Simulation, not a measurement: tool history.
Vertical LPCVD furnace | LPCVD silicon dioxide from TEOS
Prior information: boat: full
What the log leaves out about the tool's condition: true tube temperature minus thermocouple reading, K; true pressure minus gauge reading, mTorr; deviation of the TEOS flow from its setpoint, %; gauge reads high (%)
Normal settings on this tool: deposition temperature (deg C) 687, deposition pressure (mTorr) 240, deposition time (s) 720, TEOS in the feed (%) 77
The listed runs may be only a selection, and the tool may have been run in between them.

run,hour,deposition temperature (deg C),deposition pressure (mTorr),deposition time (s),TEOS in the feed (%),wafers since the last listed run,hours since the last temperature calibration,hours since the pressure gauge was zeroed,hours since the TEOS flow controller was replaced,hours since the gauge calibration,"read-back reference wafer on the same gauge, thickness",film thickness on the monitor wafer in the middle of the boat (nm)
1,0.0,687,240,720,77,0,2750.0,3171.6,3003.5,71.0,57.44,63.88
2,45.2,687,240,720,77,626,2795.2,3216.8,3048.7,116.2,57.42,63.99
3,136.6,687,240,720,77,1267,2886.6,3308.2,3140.1,207.6,57.40,64.01
4,206.0,687,195,720,77,962,2956.0,3377.6,3209.5,277.0,57.44,57.91
# hour 242.2: pressure gauge zeroed
5,251.0,687,195,720,77,291,3001.0,8.8,3254.5,322.0,57.42,57.67
# hour 279.3: TEOS flow controller replaced
6,331.4,687,195,720,77,781,3081.4,89.2,52.1,402.4,57.38,57.53
7,537.2,697,240,720,83,2853,3287.2,295.0,257.9,608.2,57.44,84.64
8,804.1,687,200,720,77,3700,3554.1,561.9,524.8,875.1,57.40,58.40
9,869.1,676,240,720,77,901,3619.1,626.9,589.8,940.1,57.40,49.05
10,917.9,687,210,570,77,676,3667.9,675.7,638.6,988.9,57.42,47.29
11,996.2,678,270,630,77,1085,3746.2,754.0,716.9,1067.2,57.41,47.85
12,1083.0,694,180,540,82,1203,3833.0,840.8,803.7,1154.0,57.38,50.52
13,1166.2,696,240,720,77,1153,3916.2,924.0,886.9,1237.2,57.43,79.43
14,1221.2,691,275,510,77,762,3971.2,979.0,941.9,1292.2,57.39,53.48
# hour 1273.3: thermocouples replaced and temperature profile calibrated
15,1273.7,687,240,960,82,395,0.4,1031.5,994.4,1344.7,57.43,87.87
16,1318.3,687,240,720,77,618,45.0,1076.1,1039.0,1389.3,57.43,64.21
17,1401.7,687,240,930,85,1156,128.4,1159.5,1122.4,1472.7,57.37,87.13
18,1501.9,687,255,720,87,1389,228.6,1259.7,1222.6,1572.9,57.39,70.24
19,1545.1,698,290,540,77,598,271.8,1302.9,1265.8,1616.1,57.44,68.44
20,1586.5,687,255,720,87,573,313.2,1344.3,1307.2,1657.5,57.41,70.00
21,1633.4,684,185,720,77,650,360.1,1391.2,1354.1,1704.4,57.40,52.40
22,1701.2,687,240,930,77,940,427.9,1459.0,1421.9,1772.2,57.41,83.02
# hour 1730.7: gauge calibrated
23,1767.5,687,275,720,65,919,494.2,1525.3,1488.2,36.8,57.35,63.18
24,1823.8,687,240,720,77,780,550.5,1581.6,1544.5,93.1,57.39,63.85
25,1930.2,676,240,720,77,1475,656.9,1688.0,1650.9,199.5,57.41,49.18
26,2012.5,693,240,720,77,1141,739.2,1770.3,1733.2,281.8,57.41,73.96
27,2084.8,698,255,930,71,1002,811.5,1842.6,1805.5,354.1,57.39,105.91
28,2142.3,687,240,720,77,797,869.0,1900.1,1863.0,411.6,57.35,63.86
29,2204.0,687,195,720,77,855,930.7,1961.8,1924.7,473.3,57.38,57.82
30,2303.0,687,240,720,77,1372,1029.7,2060.8,2023.7,572.3,57.39,64.11
31,2378.9,687,260,720,77,1052,1105.6,2136.7,2099.6,648.2,57.41,66.36
32,2471.7,687,265,990,77,1286,1198.4,2229.5,2192.4,741.0,57.38,92.41

What the log doesn't show, run by run:
true tube temperature minus thermocouple reading, K: 0 in every run
true pressure minus gauge reading, mTorr: 0 in every run
deviation of the TEOS flow from its setpoint, %: 0 in every run
gauge reads high (%): 0 in every run

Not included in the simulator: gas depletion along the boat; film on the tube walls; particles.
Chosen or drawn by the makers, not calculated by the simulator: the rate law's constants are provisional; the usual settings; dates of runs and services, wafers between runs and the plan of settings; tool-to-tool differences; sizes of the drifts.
